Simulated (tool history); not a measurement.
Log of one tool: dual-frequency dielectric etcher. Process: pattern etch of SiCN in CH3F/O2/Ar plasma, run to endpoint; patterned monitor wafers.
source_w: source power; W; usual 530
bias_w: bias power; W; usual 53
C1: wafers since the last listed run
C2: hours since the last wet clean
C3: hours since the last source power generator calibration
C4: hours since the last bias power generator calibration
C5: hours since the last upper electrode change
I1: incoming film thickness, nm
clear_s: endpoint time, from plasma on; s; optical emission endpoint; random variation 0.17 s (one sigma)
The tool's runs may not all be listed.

run 1 day=0.000 | source_w=610 bias_w=46 | C1=0 C2=374.0 C3=2180.9 C4=2680.4 C5=2822.4 | I1=7.72 | clear_s=19.8
run 2 day=0.467 | source_w=530 bias_w=53 | C1=208 C2=385.2 C3=2192.1 C4=2691.6 C5=2833.6 | I1=7.69 | clear_s=19.3
run 3 day=0.967 | source_w=530 bias_w=53 | C1=223 C2=397.2 C3=2204.1 C4=2703.6 C5=2845.6 | I1=7.73 | clear_s=19.3
-- day=2.096 upper electrode replaced, of another model than before
run 4 day=2.117 | source_w=530 bias_w=53 | C1=67 C2=424.8 C3=2231.7 C4=2731.2 C5=0.5 | I1=7.73 | clear_s=19.5
run 5 day=3.212 | source_w=530 bias_w=53 | C1=489 C2=451.1 C3=2258.0 C4=2757.5 C5=26.8 | I1=7.61 | clear_s=18.8
run 6 day=3.550 | source_w=530 bias_w=48 | C1=150 C2=459.2 C3=2266.1 C4=2765.6 C5=34.9 | I1=7.66 | clear_s=20.0
run 7 day=3.929 | source_w=530 bias_w=48 | C1=169 C2=468.3 C3=2275.2 C4=2774.7 C5=44.0 | I1=7.70 | clear_s=20.1
run 8 day=4.612 | source_w=530 bias_w=48 | C1=305 C2=484.7 C3=2291.6 C4=2791.1 C5=60.4 | I1=7.66 | clear_s=19.6
run 9 day=4.946 | source_w=530 bias_w=53 | C1=149 C2=492.7 C3=2299.6 C4=2799.1 C5=68.4 | I1=7.72 | clear_s=19.2
run 10 day=5.554 | source_w=530 bias_w=53 | C1=271 C2=507.3 C3=2314.2 C4=2813.7 C5=83.0 | I1=7.75 | clear_s=19.5
run 11 day=6.279 | source_w=530 bias_w=53 | C1=324 C2=524.7 C3=2331.6 C4=2831.1 C5=100.4 | I1=7.64 | clear_s=19.0
run 12 day=7.025 | source_w=400 bias_w=65 | C1=333 C2=542.6 C3=2349.5 C4=2849.0 C5=118.3 | I1=7.65 | clear_s=19.4
run 13 day=7.283 | source_w=440 bias_w=53 | C1=115 C2=548.8 C3=2355.7 C4=2855.2 C5=124.5 | I1=7.74 | clear_s=20.3
run 14 day=7.938 | source_w=530 bias_w=53 | C1=292 C2=564.5 C3=2371.4 C4=2870.9 C5=140.2 | I1=7.69 | clear_s=19.2
run 15 day=9.150 | source_w=580 bias_w=63 | C1=542 C2=593.6 C3=2400.5 C4=2900.0 C5=169.3 | I1=7.69 | clear_s=17.2
run 16 day=10.871 | source_w=530 bias_w=61 | C1=769 C2=634.9 C3=2441.8 C4=2941.3 C5=210.6 | I1=7.70 | clear_s=18.1
-- day=11.254 bias power generator calibrated
run 17 day=11.275 | source_w=590 bias_w=62 | C1=106 C2=644.6 C3=2451.5 C4=0.5 C5=220.3 | I1=7.60 | clear_s=17.1
run 18 day=12.596 | source_w=530 bias_w=53 | C1=590 C2=676.3 C3=2483.2 C4=32.2 C5=252.0 | I1=7.61 | clear_s=18.8
run 19 day=13.233 | source_w=470 bias_w=61 | C1=285 C2=691.6 C3=2498.5 C4=47.5 C5=267.3 | I1=7.59 | clear_s=18.6
run 20 day=13.862 | source_w=580 bias_w=63 | C1=281 C2=706.7 C3=2513.6 C4=62.6 C5=282.4 | I1=7.76 | clear_s=17.3
-- day=14.900 wet clean of the chamber
run 21 day=14.921 | source_w=470 bias_w=64 | C1=26 C2=0.5 C3=2539.0 C4=88.0 C5=307.8 | I1=7.67 | clear_s=19.7
run 22 day=16.062 | source_w=530 bias_w=42 | C1=510 C2=27.9 C3=2566.4 C4=115.4 C5=335.2 | I1=7.73 | clear_s=21.8
-- day=16.279 source power generator calibrated
run 23 day=16.742 | source_w=570 bias_w=57 | C1=229 C2=44.2 C3=11.1 C4=131.7 C5=351.5 | I1=7.66 | clear_s=18.9
run 24 day=17.354 | source_w=530 bias_w=53 | C1=273 C2=58.9 C3=25.8 C4=146.4 C5=366.2 | I1=7.80 | clear_s=20.6
run 25 day=17.912 | source_w=530 bias_w=41 | C1=249 C2=72.3 C3=39.2 C4=159.8 C5=379.6 | I1=7.73 | clear_s=21.9
run 26 day=18.342 | source_w=600 bias_w=40 | C1=191 C2=82.6 C3=49.5 C4=170.1 C5=389.9 | I1=7.65 | clear_s=20.5
run 27 day=18.758 | source_w=530 bias_w=53 | C1=186 C2=92.6 C3=59.5 C4=180.1 C5=399.9 | I1=7.71 | clear_s=20.1
run 28 day=19.312 | source_w=430 bias_w=53 | C1=247 C2=105.9 C3=72.8 C4=193.4 C5=413.2 | I1=7.73 | clear_s=21.5
run 29 day=19.975 | source_w=470 bias_w=65 | C1=296 C2=121.8 C3=88.7 C4=209.3 C5=429.1 | I1=7.68 | clear_s=19.5
run 30 day=20.512 | source_w=580 bias_w=43 | C1=240 C2=134.7 C3=101.6 C4=222.2 C5=442.0 | I1=7.66 | clear_s=20.6
run 31 day=20.817 | source_w=620 bias_w=48 | C1=135 C2=142.0 C3=108.9 C4=229.5 C5=449.3 | I1=7.70 | clear_s=19.5
run 32 day=21.250 | source_w=610 bias_w=61 | C1=193 C2=152.4 C3=119.3 C4=239.9 C5=459.7 | I1=7.63 | clear_s=17.8
run 33 day=21.604 | source_w=580 bias_w=57 | C1=158 C2=160.9 C3=127.8 C4=248.4 C5=468.2 | I1=7.68 | clear_s=18.8
run 34 day=22.142 | source_w=530 bias_w=53 | C1=240 C2=173.8 C3=140.7 C4=261.3 C5=481.1 | I1=7.66 | clear_s=19.7
run 35 day=22.438 | source_w=410 bias_w=43 | C1=132 C2=180.9 C3=147.8 C4=268.4 C5=488.2 | I1=7.70 | clear_s=23.1

4 ways to go on from here, each from the tool as it stands after run 35. What would each give?
run A day=22.454 | source_w=530 bias_w=60 | C1=7 C2=181.3 C3=148.2 C4=268.8 C5=488.6 | I1=7.68 | clear_s=?
run B day=22.454 | source_w=630 bias_w=57 | C1=7 C2=181.3 C3=148.2 C4=268.8 C5=488.6 | I1=7.68 | clear_s=?
run C day=22.454 | source_w=400 bias_w=53 | C1=7 C2=181.3 C3=148.2 C4=268.8 C5=488.6 | I1=7.68 | clear_s=?
run D day=22.454 | source_w=420 bias_w=44 | C1=7 C2=181.3 C3=148.2 C4=268.8 C5=488.6 | I1=7.68 | clear_s=?

run=A clear_s=19.1
run=B clear_s=18.3
run=C clear_s=22.0
run=D clear_s=23.1
Without the tool's hidden state the same runs would have given:
run=A clear_s=19.3
run=B clear_s=18.5
run=C clear_s=22.2
run=D clear_s=23.4

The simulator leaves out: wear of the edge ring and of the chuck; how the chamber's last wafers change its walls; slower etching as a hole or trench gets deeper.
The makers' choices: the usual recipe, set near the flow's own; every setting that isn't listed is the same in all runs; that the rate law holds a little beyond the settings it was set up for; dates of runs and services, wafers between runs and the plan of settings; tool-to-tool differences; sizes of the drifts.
